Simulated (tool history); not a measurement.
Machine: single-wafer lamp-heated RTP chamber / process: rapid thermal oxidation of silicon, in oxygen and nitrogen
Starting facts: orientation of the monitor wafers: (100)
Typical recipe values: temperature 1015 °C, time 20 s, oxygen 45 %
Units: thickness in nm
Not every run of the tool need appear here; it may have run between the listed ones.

run    hour  temperature  time  oxygen  wafers since the last listed run  wafers since the last pyrometer calibration  hours since the oxygen flow controller was replaced  hours since the gauge calibration  read-back reference wafer on the same gauge, thickness  thickness
  1     0.0         1015    20      22                                 0                                         1433                                               2805.8                              433.2                                                   3.621      2.597
  2   297.6         1015    20      22                              4120                                         5553                                               3103.4                              730.8                                                   3.618      2.599
  3   381.6         1015    20      22                              1163                                         6716                                               3187.4                              814.8                                                   3.619      2.605
  4   487.5         1015    20      59                              1466                                         8183                                               3293.3                              920.7                                                   3.621      3.339
  5   574.6         1015    20      59                              1205                                         9388                                               3380.4                             1007.8                                                   3.614      3.356
      658.9  -- pyrometer window cleaned and pyrometer calibrated
      666.4  -- oxygen flow controller replaced
  6   677.6         1015    20      59                              1211                                          155                                                 11.2                             1110.8                                                   3.620      3.310
  7   738.0         1015    20      36                               836                                          991                                                 71.6                             1171.2                                                   3.624      2.917
  8   825.0         1015    20      36                              1204                                         2196                                                158.6                             1258.2                                                   3.614      2.897
  9   887.1         1015    20      36                               859                                         3056                                                220.7                             1320.3                                                   3.623      2.901
 10   993.2         1015    20      45                              1469                                         4525                                                326.8                             1426.4                                                   3.620      3.101
 11  1095.5         1015    20      45                              1416                                         5941                                                429.1                             1528.7                                                   3.618      3.106
 12  1189.8          995    20      26                              1305                                         7247                                                523.4                             1623.0                                                   3.620      2.492
 13  1284.4          995    20      26                              1309                                         8556                                                618.0                             1717.6                                                   3.618      2.482
     1356.9  -- pyrometer window cleaned and pyrometer calibrated
 14  1359.9          995    20      26                               934                                           41                                                693.5                             1793.1                                                   3.627      2.466
 15  1439.3         1015    20      45                              1099                                         1140                                                772.9                             1872.5                                                   3.626      3.090
 16  1537.6         1015    20      26                              1361                                         2501                                                871.2                             1970.8                                                   3.618      2.712
 17  1591.5         1030    13      45                               746                                         3247                                                925.1                             2024.7                                                   3.621      2.905
 18  1686.2          996    20      45                              1311                                         4558                                               1019.8                             2119.4                                                   3.618      2.792
 19  1793.9         1015    20      45                              1491                                         6050                                               1127.5                             2227.1                                                   3.613      3.105
 20  1856.2         1035    14      45                               862                                         6912                                               1189.8                             2289.4                                                   3.619      3.105
 21  1918.3          991    26      67                               859                                         7772                                               1251.9                             2351.5                                                   3.615      3.276
 22  1972.7         1039    17      45                               753                                         8525                                               1306.3                             2405.9                                                   3.627      3.378
     1982.6  -- gauge calibrated
     2019.2  -- pyrometer window cleaned and pyrometer calibrated
 23  2069.6         1006    20      45                              1230                                          697                                               1403.2                               87.0                                                   3.621      2.922
 24  2131.7          998    14      32                               859                                         1557                                               1465.3                              149.1                                                   3.617      2.387
 25  2204.2         1000    13      17                              1003                                         2561                                               1537.8                              221.6                                                   3.621      2.163
 26  2278.2          993    30      18                              1024                                         3585                                               1611.8                              295.6                                                   3.622      2.567
 27  2352.8         1015    20      45                              1032                                         4618                                               1686.4                              370.2                                                   3.618      3.091
 28  2452.0          992    20      45                              1373                                         5991                                               1785.6                              469.4                                                   3.623      2.768
 29  2559.6         1015    20      55                              1489                                         7481                                               1893.2                              577.0                                                   3.621      3.284
 30  2643.1         1006    20      45                              1156                                         8637                                               1976.7                              660.5                                                   3.618      2.957
 31  2679.8         1031    10      45                               508                                         9145                                               2013.4                              697.2                                                   3.620      2.742
     2726.1  -- pyrometer window cleaned and pyrometer calibrated
 32  2769.2         1015    20      45                              1127                                          596                                               2102.8                              786.6                                                   3.619      3.074
 33  2885.1         1015    20      45                              1604                                         2200                                               2218.7                              902.5                                                   3.620      3.070
 34  2972.0         1028    20      31                              1203                                         3404                                               2305.6                              989.4                                                   3.624      3.019
 35  3014.7         1026    24      59                               591                                         3995                                               2348.3                             1032.1                                                   3.624      3.867
 36  3093.5         1015    20      45                              1091                                         5086                                               2427.1                             1110.9                                                   3.615      3.091
 37  3165.1         1015    10      28                               991                                         6077                                               2498.7                             1182.5                                                   3.613      2.313
 38  3210.0         1034    15      58                               621                                         6699                                               2543.6                             1227.4                                                   3.618      3.376

Below, some changes in thickness between adjacent runs. For each, the amount present without the hidden state too (settings, incoming material, random variation) and the amount remaining for the hidden state with gauge scatter not shared by both compared results:
The hidden state here: true wafer temperature minus pyrometer reading, K; deviation of the oxygen flow from its setpoint, %; gauge reads high (%).
Run 5 -> 6: pyrometer window cleaned and pyrometer calibrated, oxygen flow controller replaced. thickness -0.046 nm: hidden state -0.051, all else +0.005.
Run 22 -> 23: temperature 1039 -> 1006, time 17 -> 20, gauge calibrated, pyrometer window cleaned and pyrometer calibrated. thickness -0.456 nm: hidden state -0.048, all else -0.408.
Run 34 -> 35: temperature 1028 -> 1026, time 20 -> 24, oxygen 31 -> 59. thickness +0.848 nm: hidden state +0.025, all else +0.823.
Run 36 -> 37: time 20 -> 10, oxygen 45 -> 28. thickness -0.778 nm: hidden state -0.025, all else -0.753.
Run 37 -> 38: temperature 1015 -> 1034, time 10 -> 15, oxygen 28 -> 58. thickness +1.063 nm: hidden state +0.038, all else +1.025.
